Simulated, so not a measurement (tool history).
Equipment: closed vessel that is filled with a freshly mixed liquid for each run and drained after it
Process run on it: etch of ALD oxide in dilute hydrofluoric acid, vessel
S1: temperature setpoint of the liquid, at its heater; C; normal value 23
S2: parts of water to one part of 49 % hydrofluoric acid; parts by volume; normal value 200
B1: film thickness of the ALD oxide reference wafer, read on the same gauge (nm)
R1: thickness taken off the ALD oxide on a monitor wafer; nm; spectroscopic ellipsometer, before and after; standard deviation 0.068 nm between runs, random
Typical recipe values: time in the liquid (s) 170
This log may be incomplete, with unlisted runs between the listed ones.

Run 1, hour 0: usual settings but S1 26 C; B1 60. Result: R1 17.2 nm.
Run 2, hour 66: usual settings but S1 26 C; B1 60. Result: R1 16.94 nm.
Run 3, hour 78.5: usual settings but S1 26 C; B1 59.98. Result: R1 16.98 nm.
Run 4, hour 102.9: usual settings; B1 60. Result: R1 15.18 nm.
Run 5, hour 120.4: usual settings but S1 24 C; B1 60.02. Result: R1 15.75 nm.
Run 6, hour 142.2: usual settings but S1 24 C; B1 59.99. Result: R1 15.7 nm.
Run 7, hour 167.1: usual settings but S1 24 C; B1 60. Result: R1 15.64 nm.
Run 8, hour 200.5: usual settings; B1 59.99. Result: R1 14.98 nm.
At hour 207.4: hydrofluoric acid flow meter replaced.
Run 9, hour 221.3: usual settings; B1 60. Result: R1 15.41 nm.
Run 10, hour 247.4: usual settings; B1 59.99. Result: R1 15.32 nm.
Run 11, hour 275.9: usual settings but time in the liquid (s) 200; B1 60.01. Result: R1 17.98 nm.
At hour 286.2: gauge calibrated.
Run 12, hour 290.7: usual settings; B1 60.01. Result: R1 15.34 nm.
Run 13, hour 305: usual settings; B1 60.03. Result: R1 15.27 nm.
Run 14, hour 337.2: usual settings; B1 59.98. Result: R1 15.37 nm.
Run 15, hour 369.7: usual settings; B1 59.98. Result: R1 15.3 nm.
Run 16, hour 401.6: usual settings; B1 60. Result: R1 15.17 nm.
Run 17, hour 434.5: usual settings; B1 59.98. Result: R1 15.17 nm.
Run 18, hour 448.2: usual settings but S1 19 C, S2 160 parts by volume; B1 60.04. Result: R1 16.92 nm.
Run 19, hour 465: usual settings but time in the liquid (s) 85; B1 59.98. Result: R1 7.51 nm.
Run 20, hour 498.5: usual settings but S1 21 C, S2 170 parts by volume; B1 60.01. Result: R1 16.97 nm.
Run 21, hour 510.8: usual settings but S1 25.5 C; B1 59.99. Result: R1 16.41 nm.
Run 22, hour 532.2: usual settings but S1 19 C; B1 60.01. Result: R1 12.93 nm.
At hour 533.8: thermometer replaced.
Run 23, hour 552.1: usual settings; B1 60. Result: R1 15.15 nm.
Run 24, hour 571: usual settings but S1 24.5 C, S2 285 parts by volume, time in the liquid (s) 245; B1 60. Result: R1 14.64 nm.
At hour 601.9: hydrofluoric acid flow meter replaced.
Run 25, hour 602.4: usual settings but time in the liquid (s) 80; B1 59.99. Result: R1 7.27 nm.
Run 26, hour 634.5: usual settings but S1 20 C, S2 285 parts by volume, time in the liquid (s) 110; B1 60. Result: R1 5.75 nm.
Run 27, hour 653.9: usual settings but S1 24.5 C, S2 250 parts by volume, time in the liquid (s) 130; B1 59.99. Result: R1 9.38 nm.
Run 28, hour 677.3: usual settings but S1 20 C; B1 59.97. Result: R1 13.69 nm.
Run 29, hour 705.8: usual settings but S1 25 C, time in the liquid (s) 135; B1 60. Result: R1 13.09 nm.
Run 30, hour 794.1: usual settings but time in the liquid (s) 195; B1 60. Result: R1 17.4 nm.
Run 31, hour 853.2: usual settings but S2 265 parts by volume; B1 59.99. Result: R1 10.79 nm.
Run 32, hour 886: usual settings but S1 20.5 C, S2 115 parts by volume; B1 60.03. Result: R1 26.17 nm.
Run 33, hour 914.1: usual settings; B1 60.01. Result: R1 15.19 nm.

Each row is a separate what-if for the run after 33, all from the same tool condition, not one after another. Results?
Run A, hour 914.8: usual settings; B1 ?. Result: R1 ?.
Run B, hour 914.8: usual settings but S1 24.5 C, S2 255 parts by volume, time in the liquid (s) 140; B1 ?. Result: R1 ?.
Run C, hour 914.8: usual settings but S1 25 C, time in the liquid (s) 75; B1 ?. Result: R1 ?.
Run D, hour 914.8: usual settings but S1 27 C, S2 140 parts by volume, time in the liquid (s) 125; B1 ?. Result: R1 ?.
Run E, hour 914.8: usual settings but S1 27 C, S2 130 parts by volume, time in the liquid (s) 270; B1 ?. Result: R1 ?.

run     B1     R1
  A  59.99  15.07
  B  59.99    9.7
  C  59.99   7.16
  D  59.99   19.7
  E  59.99  46.41
With the hidden condition removed and each run's random variation left untouched, the same runs would have given:
run     R1
  A   15.5
  B   9.99
  C   7.36
  D  20.25
  E  47.69

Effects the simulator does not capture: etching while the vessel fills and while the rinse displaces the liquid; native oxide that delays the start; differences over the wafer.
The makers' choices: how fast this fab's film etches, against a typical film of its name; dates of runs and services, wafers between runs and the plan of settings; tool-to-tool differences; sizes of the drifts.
